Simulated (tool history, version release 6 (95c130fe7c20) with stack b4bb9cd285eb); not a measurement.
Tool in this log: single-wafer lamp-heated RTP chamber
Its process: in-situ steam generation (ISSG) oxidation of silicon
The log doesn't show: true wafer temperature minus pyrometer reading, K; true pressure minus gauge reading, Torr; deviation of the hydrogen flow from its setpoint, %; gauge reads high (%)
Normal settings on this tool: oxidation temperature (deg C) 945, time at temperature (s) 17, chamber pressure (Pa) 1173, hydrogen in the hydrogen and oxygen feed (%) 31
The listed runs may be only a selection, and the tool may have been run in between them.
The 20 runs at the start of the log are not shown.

run   hour  oxidation temperature (deg C)  time at temperature (s)  chamber pressure (Pa)  hydrogen in the hydrogen and oxygen feed (%)  wafers since the last listed run  wafers since the last pyrometer calibration  hours since the pressure gauge was zeroed  hours since the hydrogen flow controller was replaced  hours since the gauge calibration  read-back reference wafer on the same gauge, thickness  oxide thickness on the monitor wafer (angstrom)
 21  515.1                            955                       15                   1173                                            31                               348                                         6320                                      393.3                                                  280.7                              252.0                                                   5.132                                            49.36
     529.0  -- pyrometer window cleaned and pyrometer calibrated
 22  549.9                            945                       17                   1307                                            28                               460                                          359                                      428.1                                                  315.5                              286.8                                                   5.129                                            47.76
 23  564.9                            945                       17                   1173                                            25                               257                                          617                                      443.1                                                  330.5                              301.8                                                   5.129                                            47.34
 24  594.8                            938                       17                   1173                                            23                               513                                         1130                                      473.0                                                  360.4                              331.7                                                   5.131                                            45.75
 25  628.4                            926                       21                   1173                                            31                               577                                         1707                                      506.6                                                  394.0                              365.3                                                   5.129                                            51.60
 26  651.2                            945                       21                   1293                                            24                               391                                         2099                                      529.4                                                  416.8                              388.1                                                   5.131                                            50.50
 27  681.0                            935                       17                   1080                                            32                               511                                         2611                                      559.2                                                  446.6                              417.9                                                   5.128                                            49.98
 28  696.8                            945                       17                   1173                                            31                               271                                         2882                                      575.0                                                  462.4                              433.7                                                   5.129                                            50.24
 29  727.6                            945                       17                   1173                                            31                               528                                         3411                                      605.8                                                  493.2                              464.5                                                   5.128                                            50.37
 30  754.9                            945                       17                   1000                                            31                               468                                         3880                                      633.1                                                  520.5                              491.8                                                   5.130                                            51.06
 31  767.9                            945                       17                   1173                                            31                               223                                         4103                                      646.1                                                  533.5                              504.8                                                   5.131                                            50.20

Run 32 comes next. What will it give?
 32  786.8                            945                       21                   1347                                            27                               324                                         4428                                      665.0                                                  552.4                              523.7                                                       ?                                                ?

{"run 32": {"read-back reference wafer on the same gauge, thickness": 5.129, "oxide thickness on the monitor wafer (angstrom)": 51.7}}
Without the tool's hidden state the same run would have given oxide thickness on the monitor wafer (angstrom) 50.97.
